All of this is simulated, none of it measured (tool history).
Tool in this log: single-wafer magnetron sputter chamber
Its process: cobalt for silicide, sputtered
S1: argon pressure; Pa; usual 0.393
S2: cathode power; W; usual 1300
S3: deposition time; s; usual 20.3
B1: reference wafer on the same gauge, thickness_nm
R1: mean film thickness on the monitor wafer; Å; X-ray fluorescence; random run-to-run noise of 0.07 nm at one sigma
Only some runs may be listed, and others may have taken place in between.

Run 1, day 0.000: usual settings; B1 12.614. Result: R1 134.67 Å.
At day 1.467: sputter target and shields replaced.
Run 2, day 3.433: usual settings; B1 12.590. Result: R1 137.00 Å.
Run 3, day 7.183: usual settings; B1 12.578. Result: R1 135.32 Å.
Run 4, day 9.996: usual settings; B1 12.581. Result: R1 134.55 Å.
Run 5, day 12.546: usual settings; B1 12.573. Result: R1 133.85 Å.
At day 14.538: sputter target and shields replaced.
Run 6, day 15.758: usual settings but S1 0.331 Pa, S3 22.4 s; B1 12.614. Result: R1 155.65 Å.
Run 7, day 17.388: usual settings but S1 0.331 Pa, S3 22.4 s; B1 12.631. Result: R1 153.86 Å.
Run 8, day 19.642: usual settings; B1 12.620. Result: R1 134.73 Å.
At day 21.546: capacitance manometer re-zeroed and calibrated.
Run 9, day 23.721: usual settings; B1 12.591. Result: R1 134.57 Å.
Run 10, day 25.471: usual settings but S1 0.273 Pa; B1 12.583. Result: R1 139.61 Å.
At day 27.804: sputter target and shields replaced.
At day 28.583: gauge calibrated.
Run 11, day 28.846: usual settings but S1 0.273 Pa; B1 12.622. Result: R1 142.94 Å.
At day 35.825: magnet pack replaced.
At day 40.042: sputter target and shields replaced.
Run 12, day 40.375: usual settings but S1 0.352 Pa, S2 1100 W; B1 12.598. Result: R1 120.37 Å.
Run 13, day 43.712: usual settings but S1 0.491 Pa, S2 1400 W, S3 16.7 s; B1 12.602. Result: R1 117.33 Å.
Run 14, day 50.917: usual settings but S1 0.444 Pa, S2 1450 W, S3 19.1 s; B1 12.606. Result: R1 137.96 Å.
Run 15, day 53.083: usual settings but S3 23.2 s; B1 12.589. Result: R1 154.86 Å.
At day 54.788: sputter target and shields replaced.
Run 16, day 55.342: usual settings; B1 12.635. Result: R1 138.36 Å.
Run 17, day 57.396: usual settings but S3 23.0 s; B1 12.588. Result: R1 155.20 Å.
Run 18, day 59.408: usual settings but S1 0.300 Pa; B1 12.634. Result: R1 139.09 Å.
Run 19, day 61.358: usual settings; B1 12.608. Result: R1 134.64 Å.
Run 20, day 64.417: usual settings; B1 12.593. Result: R1 133.42 Å.
At day 67.583: sputter target and shields replaced.
Run 21, day 67.604: usual settings but S1 0.255 Pa; B1 12.613. Result: R1 144.43 Å.
Run 22, day 69.050: usual settings but S1 0.318 Pa; B1 12.619. Result: R1 141.70 Å.

Below are 4 alternative next runs, each starting from the tool's condition after run 22. Predict each:
Run A, day 69.067: usual settings but S3 21.9 s; B1 ?. Result: R1 ?.
Run B, day 69.067: usual settings but S1 0.307 Pa; B1 ?. Result: R1 ?.
Run C, day 69.067: usual settings but S2 1550 W; B1 ?. Result: R1 ?.
Run D, day 69.067: usual settings but S1 0.339 Pa, S2 1400 W; B1 ?. Result: R1 ?.

run      B1      R1
  A  12.594  148.78
  B  12.594  141.10
  C  12.594  161.82
  D  12.594  149.60
Stripped of hidden state, with their random variation kept, the same runs would have yielded:
run      R1
  A  150.34
  B  142.58
  C  163.52
  D  151.18
